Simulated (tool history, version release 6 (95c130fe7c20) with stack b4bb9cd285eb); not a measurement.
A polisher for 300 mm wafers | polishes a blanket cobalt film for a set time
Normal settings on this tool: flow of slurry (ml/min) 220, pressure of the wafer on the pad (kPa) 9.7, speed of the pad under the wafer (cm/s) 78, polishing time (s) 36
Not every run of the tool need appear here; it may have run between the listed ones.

run	day	flow of slurry (ml/min)	pressure of the wafer on the pad (kPa)	speed of the pad under the wafer (cm/s)	polishing time (s)	incoming thickness of the incoming film, nm	film removed (nm)
1	0	165	9.7	78	36	1589.1	92.9
# day 0.596: worn pad replaced by a new one
2	0.617	220	9.7	100	43	1542.5	158.3
3	1.162	220	9.7	100	43	1566.3	152.6
4	1.538	220	9.7	78	36	1557.2	101.8
5	1.967	220	11	78	36	1577.1	115.2
6	2.342	220	11	78	36	1573.1	113.7
7	2.692	220	9.7	78	36	1574.3	98.6
8	3.192	220	9.7	78	36	1539.5	97.3
9	3.733	220	9.7	78	36	1558.9	94.6
# day 4.375: worn pad replaced by a new one
10	4.396	220	9.7	78	36	1567.6	103.5
11	4.85	220	9.7	78	36	1577.1	103.9
12	5.517	220	9.7	88	41	1581.2	128.4
13	6.188	220	9.7	88	41	1571.5	125.1
14	6.829	220	9.7	78	41	1581.9	108.4
15	7.229	220	9.7	78	36	1565.7	95.6
16	7.558	220	9.7	78	36	1552.8	95
# day 8.2: worn pad replaced by a new one
17	8.221	220	9.7	78	36	1585.2	101.7
18	8.421	220	9.7	78	36	1560.1	101.3
# day 9.067: slurry nozzle cleaned
19	9.088	220	7.6	78	47	1591.8	109.2
20	9.496	155	9.7	106	36	1563.6	130.4
21	10.096	220	12.4	78	44	1576.3	160.8
22	10.742	250	9.7	60	36	1559.4	80.9
# day 11.158: head pressure recalibrated
23	11.179	220	9.7	78	36	1599.4	99.3
24	11.475	220	12.4	96	36	1596.3	154.2
# day 11.821: worn pad replaced by a new one
25	12.15	220	9.7	78	41	1553.5	121.1
26	12.875	220	9.7	78	36	1591.4	104.2
27	13.333	220	9.7	62	36	1561.1	84.5
28	13.804	245	10.3	62	49	1548.1	122.6
29	14.375	175	7.6	88	42	1560.7	99.9
30	15.017	270	9.7	78	36	1585.1	101.1
# day 15.833: worn pad replaced by a new one
31	16.9	280	9.7	92	36	1563.1	121.7
32	17.554	220	9.7	78	36	1571.5	99.2
33	18.142	220	9.7	78	36	1572.7	98.7
34	18.854	260	11	78	41	1553	128

Hidden state, per run?
deviation of the head's pressure from its setpoint, %: 0 on each run
H1: removal rate lost through wear of the pad, %
H2: slurry flow missing at the pad, %
run	H1	H2
1	8.24	12.9
2	0.883	13.8
3	2.33	14.7
4	3.32	15.4
5	4.46	16.1
6	5.46	16.9
7	6.39	17.5
8	7.71	18.6
9	9.15	19.7
10	0.399	21.2
11	1.6	22.3
12	3.37	24
13	5.15	25.7
14	6.85	27.5
15	7.91	28.7
16	8.78	29.6
17	0.272	31.6
18	0.802	32.3
19	2.57	1.24
20	3.65	1.26
21	5.24	1.35
22	6.96	1.52
23	8.12	1.69
24	8.9	1.82
25	1.16	2.19
26	3.08	2.69
27	4.29	3.06
28	5.54	3.49
29	7.06	4.06
30	8.76	4.78
31	4.15	7.37
32	5.88	8.44
33	7.44	9.47
34	9.33	10.8
